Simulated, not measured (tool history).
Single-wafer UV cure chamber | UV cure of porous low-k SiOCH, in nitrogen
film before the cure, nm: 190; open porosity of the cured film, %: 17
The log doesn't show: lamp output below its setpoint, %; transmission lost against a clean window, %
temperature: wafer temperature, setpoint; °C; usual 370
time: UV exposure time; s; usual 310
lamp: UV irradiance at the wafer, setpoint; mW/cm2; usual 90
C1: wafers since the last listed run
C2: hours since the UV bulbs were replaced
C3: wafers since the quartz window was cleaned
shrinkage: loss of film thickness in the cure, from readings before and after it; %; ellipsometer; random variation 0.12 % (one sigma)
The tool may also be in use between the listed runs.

{"run": 1, "day": 0.0, "temperature": 382, "time": 310, "lamp": 90, "C1": 0, "C2": 2434.5, "C3": 2246, "shrinkage": 11.859}
{"run": 2, "day": 1.204, "temperature": 378, "time": 310, "lamp": 90, "C1": 170, "C2": 2463.4, "C3": 2417, "shrinkage": 11.9}
{"run": 3, "day": 2.512, "temperature": 378, "time": 310, "lamp": 90, "C1": 185, "C2": 2494.8, "C3": 2602, "shrinkage": 11.997}
{"run": 4, "day": 6.062, "temperature": 370, "time": 400, "lamp": 90, "C1": 502, "C2": 2580.0, "C3": 3105, "shrinkage": 12.98}
{"run": 5, "day": 7.171, "temperature": 370, "time": 310, "lamp": 90, "C1": 156, "C2": 2606.6, "C3": 3261, "shrinkage": 11.792}
{"day": 7.692, "done": "quartz window cleaned"}
{"run": 6, "day": 9.454, "temperature": 370, "time": 310, "lamp": 90, "C1": 276, "C2": 2661.4, "C3": 249, "shrinkage": 12.457}
{"run": 7, "day": 10.342, "temperature": 370, "time": 310, "lamp": 90, "C1": 125, "C2": 2682.7, "C3": 375, "shrinkage": 12.255}
{"run": 8, "day": 11.808, "temperature": 370, "time": 310, "lamp": 102, "C1": 207, "C2": 2717.9, "C3": 583, "shrinkage": 12.856}
{"run": 9, "day": 12.775, "temperature": 370, "time": 310, "lamp": 102, "C1": 136, "C2": 2741.1, "C3": 719, "shrinkage": 12.949}
{"run": 10, "day": 13.65, "temperature": 370, "time": 310, "lamp": 90, "C1": 123, "C2": 2762.1, "C3": 843, "shrinkage": 12.153}
{"day": 14.262, "done": "UV bulbs replaced"}
{"run": 11, "day": 14.671, "temperature": 370, "time": 310, "lamp": 90, "C1": 97, "C2": 9.8, "C3": 941, "shrinkage": 11.878}
{"run": 12, "day": 15.212, "temperature": 370, "time": 310, "lamp": 90, "C1": 76, "C2": 22.8, "C3": 1017, "shrinkage": 11.772}
{"run": 13, "day": 17.521, "temperature": 370, "time": 365, "lamp": 90, "C1": 326, "C2": 78.2, "C3": 1344, "shrinkage": 12.751}
{"run": 14, "day": 18.208, "temperature": 370, "time": 310, "lamp": 90, "C1": 97, "C2": 94.7, "C3": 1441, "shrinkage": 11.897}
{"run": 15, "day": 19.454, "temperature": 370, "time": 450, "lamp": 90, "C1": 176, "C2": 124.6, "C3": 1618, "shrinkage": 13.568}
{"run": 16, "day": 20.271, "temperature": 370, "time": 385, "lamp": 117, "C1": 115, "C2": 144.2, "C3": 1733, "shrinkage": 13.937}
{"run": 17, "day": 21.471, "temperature": 388, "time": 425, "lamp": 125, "C1": 169, "C2": 173.0, "C3": 1903, "shrinkage": 15.51}
{"run": 18, "day": 22.729, "temperature": 370, "time": 415, "lamp": 90, "C1": 178, "C2": 203.2, "C3": 2081, "shrinkage": 13.182}
{"run": 19, "day": 23.383, "temperature": 351, "time": 310, "lamp": 90, "C1": 92, "C2": 218.9, "C3": 2174, "shrinkage": 11.435}
{"run": 20, "day": 24.646, "temperature": 370, "time": 235, "lamp": 90, "C1": 178, "C2": 249.2, "C3": 2353, "shrinkage": 10.435}
{"run": 21, "day": 25.917, "temperature": 375, "time": 310, "lamp": 90, "C1": 179, "C2": 279.7, "C3": 2533, "shrinkage": 11.662}
{"day": 26.779, "done": "quartz window cleaned"}
{"run": 22, "day": 26.8, "temperature": 370, "time": 150, "lamp": 80, "C1": 77, "C2": 300.9, "C3": 2, "shrinkage": 8.913}
{"run": 23, "day": 27.092, "temperature": 370, "time": 310, "lamp": 90, "C1": 41, "C2": 307.9, "C3": 43, "shrinkage": 12.575}
{"run": 24, "day": 27.762, "temperature": 370, "time": 485, "lamp": 130, "C1": 94, "C2": 324.0, "C3": 138, "shrinkage": 16.681}
{"run": 25, "day": 29.425, "temperature": 370, "time": 470, "lamp": 90, "C1": 235, "C2": 363.9, "C3": 374, "shrinkage": 14.281}
{"run": 26, "day": 30.021, "temperature": 382, "time": 310, "lamp": 90, "C1": 84, "C2": 378.2, "C3": 458, "shrinkage": 12.677}
{"run": 27, "day": 31.35, "temperature": 355, "time": 470, "lamp": 57, "C1": 188, "C2": 410.1, "C3": 646, "shrinkage": 11.712}
{"run": 28, "day": 32.1, "temperature": 370, "time": 480, "lamp": 65, "C1": 106, "C2": 428.1, "C3": 753, "shrinkage": 12.643}
{"run": 29, "day": 32.604, "temperature": 370, "time": 310, "lamp": 114, "C1": 71, "C2": 440.2, "C3": 824, "shrinkage": 13.469}
{"run": 30, "day": 34.029, "temperature": 378, "time": 310, "lamp": 90, "C1": 201, "C2": 474.4, "C3": 1026, "shrinkage": 12.342}

Run 31 comes next. What will it give?
{"run": 31, "day": 34.812, "temperature": 370, "time": 310, "lamp": 90, "C1": 110, "C2": 493.2, "C3": 1137, "shrinkage": "?"}

Run 31 gave shrinkage 11.882 %.
Without the tool's hidden state the same run would have given shrinkage 12.648 %.
